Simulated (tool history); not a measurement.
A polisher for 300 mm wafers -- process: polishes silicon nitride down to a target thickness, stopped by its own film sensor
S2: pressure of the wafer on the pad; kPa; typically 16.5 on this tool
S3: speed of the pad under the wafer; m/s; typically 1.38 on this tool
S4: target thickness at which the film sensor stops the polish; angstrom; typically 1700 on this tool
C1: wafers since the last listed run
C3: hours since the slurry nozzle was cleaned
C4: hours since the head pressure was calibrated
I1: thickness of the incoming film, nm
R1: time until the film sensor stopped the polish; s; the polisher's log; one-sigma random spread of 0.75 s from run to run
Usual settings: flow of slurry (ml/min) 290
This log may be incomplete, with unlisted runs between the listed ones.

{"run": 1, "hour": 0.0, "flow of slurry (ml/min)": 290, "S2": 16.5, "S3": 1.38, "S4": 1700, "C1": 0, "wafers polished on this pad": 314, "C3": 476.8, "C4": 582.8, "I1": 294.1, "R1": 78.2}
{"hour": 5.3, "done": "head pressure recalibrated"}
{"run": 2, "hour": 35.1, "flow of slurry (ml/min)": 290, "S2": 16.5, "S3": 1.38, "S4": 1700, "C1": 334, "wafers polished on this pad": 649, "C3": 511.9, "C4": 29.8, "I1": 294.2, "R1": 75.9}
{"hour": 83.0, "done": "slurry nozzle cleaned"}
{"run": 3, "hour": 104.5, "flow of slurry (ml/min)": 290, "S2": 16.5, "S3": 1.38, "S4": 1700, "C1": 690, "wafers polished on this pad": 1339, "C3": 21.5, "C4": 99.2, "I1": 292.7, "R1": 77.9}
{"run": 4, "hour": 141.3, "flow of slurry (ml/min)": 290, "S2": 16.5, "S3": 1.38, "S4": 2000, "C1": 371, "wafers polished on this pad": 1711, "C3": 58.3, "C4": 136, "I1": 285.3, "R1": 54.5}
{"run": 5, "hour": 308.0, "flow of slurry (ml/min)": 225, "S2": 20.7, "S3": 1.38, "S4": 1700, "C1": 1682, "wafers polished on this pad": 3394, "C3": 225, "C4": 302.7, "I1": 290.7, "R1": 66.4}
{"run": 6, "hour": 367.9, "flow of slurry (ml/min)": 225, "S2": 20.7, "S3": 1.38, "S4": 1700, "C1": 604, "wafers polished on this pad": 3998, "C3": 284.9, "C4": 362.6, "I1": 285.4, "R1": 65}
{"hour": 378.9, "done": "worn pad replaced by a new one"}
{"run": 7, "hour": 416.7, "flow of slurry (ml/min)": 290, "S2": 16.5, "S3": 1.38, "S4": 1700, "C1": 452, "wafers polished on this pad": 381, "C3": 333.7, "C4": 411.4, "I1": 293.7, "R1": 76.2}
{"run": 8, "hour": 481.1, "flow of slurry (ml/min)": 290, "S2": 16.5, "S3": 1.38, "S4": 1700, "C1": 650, "wafers polished on this pad": 1031, "C3": 398.1, "C4": 475.8, "I1": 289.3, "R1": 75.7}
{"run": 9, "hour": 523.3, "flow of slurry (ml/min)": 290, "S2": 16.5, "S3": 1.38, "S4": 1700, "C1": 426, "wafers polished on this pad": 1457, "C3": 440.3, "C4": 518, "I1": 293.7, "R1": 79.7}
{"hour": 541.2, "done": "head pressure recalibrated"}
{"run": 10, "hour": 581.8, "flow of slurry (ml/min)": 290, "S2": 16.5, "S3": 1.38, "S4": 1700, "C1": 570, "wafers polished on this pad": 2027, "C3": 498.8, "C4": 40.6, "I1": 292.7, "R1": 79.5}
{"run": 11, "hour": 632.5, "flow of slurry (ml/min)": 290, "S2": 16.5, "S3": 1.38, "S4": 1700, "C1": 511, "wafers polished on this pad": 2539, "C3": 549.5, "C4": 91.3, "I1": 291, "R1": 80.4}
{"run": 12, "hour": 666.8, "flow of slurry (ml/min)": 290, "S2": 16.5, "S3": 1.38, "S4": 1700, "C1": 346, "wafers polished on this pad": 2886, "C3": 583.8, "C4": 125.6, "I1": 284.7, "R1": 77.3}
{"run": 13, "hour": 706.7, "flow of slurry (ml/min)": 290, "S2": 16.5, "S3": 1.38, "S4": 1700, "C1": 402, "wafers polished on this pad": 3288, "C3": 623.7, "C4": 165.5, "I1": 293, "R1": 81.5}
{"hour": 727.7, "done": "slurry nozzle cleaned"}
{"run": 14, "hour": 735.1, "flow of slurry (ml/min)": 330, "S2": 14.5, "S3": 1.74, "S4": 1510, "C1": 276, "wafers polished on this pad": 3565, "C3": 7.4, "C4": 193.9, "I1": 284.4, "R1": 84.5}
{"run": 15, "hour": 804.1, "flow of slurry (ml/min)": 205, "S2": 12.4, "S3": 1.38, "S4": 1890, "C1": 696, "wafers polished on this pad": 4262, "C3": 76.4, "C4": 262.9, "I1": 293.3, "R1": 98.9}
{"run": 16, "hour": 842.1, "flow of slurry (ml/min)": 290, "S2": 20, "S3": 1.62, "S4": 1700, "C1": 383, "wafers polished on this pad": 4645, "C3": 114.4, "C4": 300.9, "I1": 291, "R1": 61.8}
{"hour": 867.0, "done": "worn pad replaced by a new one"}
{"run": 17, "hour": 903.4, "flow of slurry (ml/min)": 330, "S2": 16.5, "S3": 1.38, "S4": 1700, "C1": 578, "wafers polished on this pad": 367, "C3": 175.7, "C4": 362.2, "I1": 290.5, "R1": 73.4}
{"run": 18, "hour": 929.2, "flow of slurry (ml/min)": 290, "S2": 16.5, "S3": 1.38, "S4": 1700, "C1": 260, "wafers polished on this pad": 628, "C3": 201.5, "C4": 388, "I1": 286, "R1": 72.1}
{"run": 19, "hour": 963.0, "flow of slurry (ml/min)": 330, "S2": 20, "S3": 1.26, "S4": 1950, "C1": 341, "wafers polished on this pad": 969, "C3": 235.3, "C4": 421.8, "I1": 288.4, "R1": 50.7}
{"run": 20, "hour": 1002.3, "flow of slurry (ml/min)": 355, "S2": 16.5, "S3": 1.38, "S4": 1700, "C1": 396, "wafers polished on this pad": 1366, "C3": 274.6, "C4": 461.1, "I1": 284.4, "R1": 69.9}
{"hour": 1067.0, "done": "head pressure recalibrated"}
{"run": 21, "hour": 1067.5, "flow of slurry (ml/min)": 290, "S2": 16.5, "S3": 1.16, "S4": 1700, "C1": 638, "wafers polished on this pad": 2004, "C3": 339.8, "C4": 0.5, "I1": 290.6, "R1": 88.4}
{"run": 22, "hour": 1100.9, "flow of slurry (ml/min)": 290, "S2": 16.5, "S3": 1.06, "S4": 1440, "C1": 337, "wafers polished on this pad": 2341, "C3": 373.2, "C4": 33.9, "I1": 288.3, "R1": 115.4}
{"run": 23, "hour": 1130.7, "flow of slurry (ml/min)": 290, "S2": 16.5, "S3": 1.38, "S4": 1700, "C1": 300, "wafers polished on this pad": 2642, "C3": 403, "C4": 63.7, "I1": 293.7, "R1": 80.6}
{"run": 24, "hour": 1186.9, "flow of slurry (ml/min)": 380, "S2": 16.5, "S3": 1.78, "S4": 1820, "C1": 567, "wafers polished on this pad": 3209, "C3": 459.2, "C4": 119.9, "I1": 289.8, "R1": 56.6}
{"run": 25, "hour": 1212.6, "flow of slurry (ml/min)": 250, "S2": 13.8, "S3": 1.72, "S4": 1700, "C1": 259, "wafers polished on this pad": 3469, "C3": 484.9, "C4": 145.6, "I1": 295.7, "R1": 86}
{"run": 26, "hour": 1283.6, "flow of slurry (ml/min)": 230, "S2": 16.5, "S3": 1.38, "S4": 1700, "C1": 716, "wafers polished on this pad": 4185, "C3": 555.9, "C4": 216.6, "I1": 287.8, "R1": 82.2}
{"run": 27, "hour": 1325.9, "flow of slurry (ml/min)": 330, "S2": 20, "S3": 1.26, "S4": 1950, "C1": 427, "wafers polished on this pad": 4612, "C3": 598.2, "C4": 258.9, "I1": 293.8, "R1": 59.8}
{"run": 28, "hour": 1362.2, "flow of slurry (ml/min)": 215, "S2": 16.5, "S3": 1.66, "S4": 1450, "C1": 366, "wafers polished on this pad": 4979, "C3": 634.5, "C4": 295.2, "I1": 290.5, "R1": 89.9}
{"hour": 1379.1, "done": "worn pad replaced by a new one"}
{"hour": 1390.6, "done": "slurry nozzle cleaned"}
{"run": 29, "hour": 1422.6, "flow of slurry (ml/min)": 225, "S2": 20, "S3": 1.38, "S4": 1700, "C1": 559, "wafers polished on this pad": 429, "C3": 32, "C4": 355.6, "I1": 289.3, "R1": 61.9}
{"run": 30, "hour": 1447.1, "flow of slurry (ml/min)": 365, "S2": 16.5, "S3": 1.38, "S4": 1700, "C1": 247, "wafers polished on this pad": 676, "C3": 56.5, "C4": 380.1, "I1": 295, "R1": 75.4}
{"run": 31, "hour": 1476.1, "flow of slurry (ml/min)": 290, "S2": 16.5, "S3": 1.02, "S4": 1820, "C1": 292, "wafers polished on this pad": 969, "C3": 85.5, "C4": 409.1, "I1": 286, "R1": 83.3}
{"run": 32, "hour": 1519.2, "flow of slurry (ml/min)": 240, "S2": 13.8, "S3": 1.78, "S4": 1530, "C1": 435, "wafers polished on this pad": 1404, "C3": 128.6, "C4": 452.2, "I1": 293.6, "R1": 89.2}
{"run": 33, "hour": 1579.5, "flow of slurry (ml/min)": 235, "S2": 22.1, "S3": 1.22, "S4": 2120, "C1": 608, "wafers polished on this pad": 2013, "C3": 188.9, "C4": 512.5, "I1": 288.9, "R1": 41.8}
{"run": 34, "hour": 1623.7, "flow of slurry (ml/min)": 240, "S2": 12.4, "S3": 1.72, "S4": 1820, "C1": 446, "wafers polished on this pad": 2459, "C3": 233.1, "C4": 556.7, "I1": 290.4, "R1": 81.4}
{"hour": 1661.0, "done": "head pressure recalibrated"}
{"run": 35, "hour": 1669.0, "flow of slurry (ml/min)": 290, "S2": 16.5, "S3": 1.38, "S4": 1700, "C1": 437, "wafers polished on this pad": 2896, "C3": 278.4, "C4": 8, "I1": 291.6, "R1": 78.7}
{"run": 36, "hour": 1835.3, "flow of slurry (ml/min)": 290, "S2": 16.5, "S3": 0.98, "S4": 2050, "C1": 1678, "wafers polished on this pad": 4575, "C3": 444.7, "C4": 174.3, "I1": 293.6, "R1": 79.4}
{"hour": 1889.0, "done": "worn pad replaced by a new one"}
{"run": 37, "hour": 1924.5, "flow of slurry (ml/min)": 330, "S2": 16.5, "S3": 1.38, "S4": 1700, "C1": 860, "wafers polished on this pad": 358, "C3": 533.9, "C4": 263.5, "I1": 285.2, "R1": 71.1}

Alternative continuations, all from the tool just after run 37; predict every row:
{"run": "A", "hour": 1924.9, "flow of slurry (ml/min)": 290, "S2": 16.5, "S3": 1.38, "S4": 1930, "C1": 4, "wafers polished on this pad": 362, "C3": 534.3, "C4": 263.9, "I1": 284.7, "R1": "?"}
{"run": "B", "hour": 1924.9, "flow of slurry (ml/min)": 240, "S2": 20, "S3": 1.38, "S4": 1370, "C1": 4, "wafers polished on this pad": 362, "C3": 534.3, "C4": 263.9, "I1": 284.7, "R1": "?"}
{"run": "C", "hour": 1924.9, "flow of slurry (ml/min)": 375, "S2": 16.5, "S3": 0.98, "S4": 2000, "C1": 4, "wafers polished on this pad": 362, "C3": 534.3, "C4": 263.9, "I1": 284.7, "R1": "?"}
{"run": "D", "hour": 1924.9, "flow of slurry (ml/min)": 315, "S2": 16.5, "S3": 1.64, "S4": 1700, "C1": 4, "wafers polished on this pad": 362, "C3": 534.3, "C4": 263.9, "I1": 284.7, "R1": "?"}

run=A R1=57.4
run=B R1=78.1
run=C R1=68.1
run=D R1=62
What these runs would have given with no unlogged condition in the tool:
run=A R1=56.2
run=B R1=76.6
run=C R1=66.8
run=D R1=60.8
